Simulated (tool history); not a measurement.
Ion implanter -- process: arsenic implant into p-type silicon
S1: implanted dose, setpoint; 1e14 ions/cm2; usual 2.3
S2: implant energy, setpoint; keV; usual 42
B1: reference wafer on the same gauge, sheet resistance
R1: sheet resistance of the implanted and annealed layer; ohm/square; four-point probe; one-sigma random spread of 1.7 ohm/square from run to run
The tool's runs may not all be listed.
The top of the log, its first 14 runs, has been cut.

Run 15, hour 891.4: usual settings; B1 360.51. Result: R1 368.49 ohm/square.
At hour 918.9: extraction supply calibrated.
Run 16, hour 987.4: usual settings but S2 49 keV; B1 361.09. Result: R1 356.93 ohm/square.
Run 17, hour 1094.8: usual settings but S1 1.8 1e14 ions/cm2, S2 34 keV; B1 361.66. Result: R1 456.66 ohm/square.
Run 18, hour 1189.5: usual settings but S1 1.98 1e14 ions/cm2, S2 55.5 keV; B1 362.51. Result: R1 392.37 ohm/square.
At hour 1199.4: gauge calibrated.
Run 19, hour 1260.6: usual settings but S1 1.87 1e14 ions/cm2; B1 345.72. Result: R1 409.58 ohm/square.
At hour 1308.9: Faraday cup replaced and dose calibrated.
Run 20, hour 1309.4: usual settings but S1 1.8 1e14 ions/cm2, S2 34 keV; B1 345.85. Result: R1 438.7 ohm/square.
Run 21, hour 1387.9: usual settings but S2 33 keV; B1 346.36. Result: R1 366.19 ohm/square.
Run 22, hour 1474.3: usual settings but S1 2.07 1e14 ions/cm2; B1 347.77. Result: R1 380.92 ohm/square.
Run 23, hour 1524.8: usual settings but S2 36.5 keV; B1 347.4. Result: R1 363.05 ohm/square.
Run 24, hour 1565.8: usual settings; B1 347.64. Result: R1 354.23 ohm/square.
Run 25, hour 1635.4: usual settings but S1 2 1e14 ions/cm2; B1 348.03. Result: R1 393.26 ohm/square.
Run 26, hour 1697.1: usual settings but S2 56 keV; B1 348.64. Result: R1 339.84 ohm/square.
Run 27, hour 1789.5: usual settings but S1 1.82 1e14 ions/cm2, S2 56 keV; B1 349.36. Result: R1 405.2 ohm/square.
Run 28, hour 1852.6: usual settings; B1 349.55. Result: R1 355.93 ohm/square.
Run 29, hour 1931: usual settings but S1 1.67 1e14 ions/cm2, S2 33.5 keV; B1 350.5. Result: R1 467.88 ohm/square.
Run 30, hour 2000.2: usual settings but S1 2.49 1e14 ions/cm2, S2 35.5 keV; B1 350.66. Result: R1 346.79 ohm/square.
Run 31, hour 2069.7: usual settings but S1 2.79 1e14 ions/cm2; B1 351.34. Result: R1 310.44 ohm/square.
Run 32, hour 2112.5: usual settings but S1 2.48 1e14 ions/cm2, S2 52 keV; B1 351.37. Result: R1 327.8 ohm/square.

4 options for the next run, each taken on its own from the tool as it stands now. Forecast them:
Run A, hour 2112.9: usual settings but S1 2.89 1e14 ions/cm2; B1 ?. Result: R1 ?.
Run B, hour 2112.9: usual settings but S1 2.01 1e14 ions/cm2, S2 27.5 keV; B1 ?. Result: R1 ?.
Run C, hour 2112.9: usual settings but S1 1.92 1e14 ions/cm2, S2 27.5 keV; B1 ?. Result: R1 ?.
Run D, hour 2112.9: usual settings but S2 53 keV; B1 ?. Result: R1 ?.

run     B1      R1
  A  351.7  301.18
  B  351.7  419.27
  C  351.7  433.72
  D  351.7  344.59
With no hidden state in the tool, these same runs would have given:
run      R1
  A   298.2
  B  415.12
  C  429.43
  D  341.19

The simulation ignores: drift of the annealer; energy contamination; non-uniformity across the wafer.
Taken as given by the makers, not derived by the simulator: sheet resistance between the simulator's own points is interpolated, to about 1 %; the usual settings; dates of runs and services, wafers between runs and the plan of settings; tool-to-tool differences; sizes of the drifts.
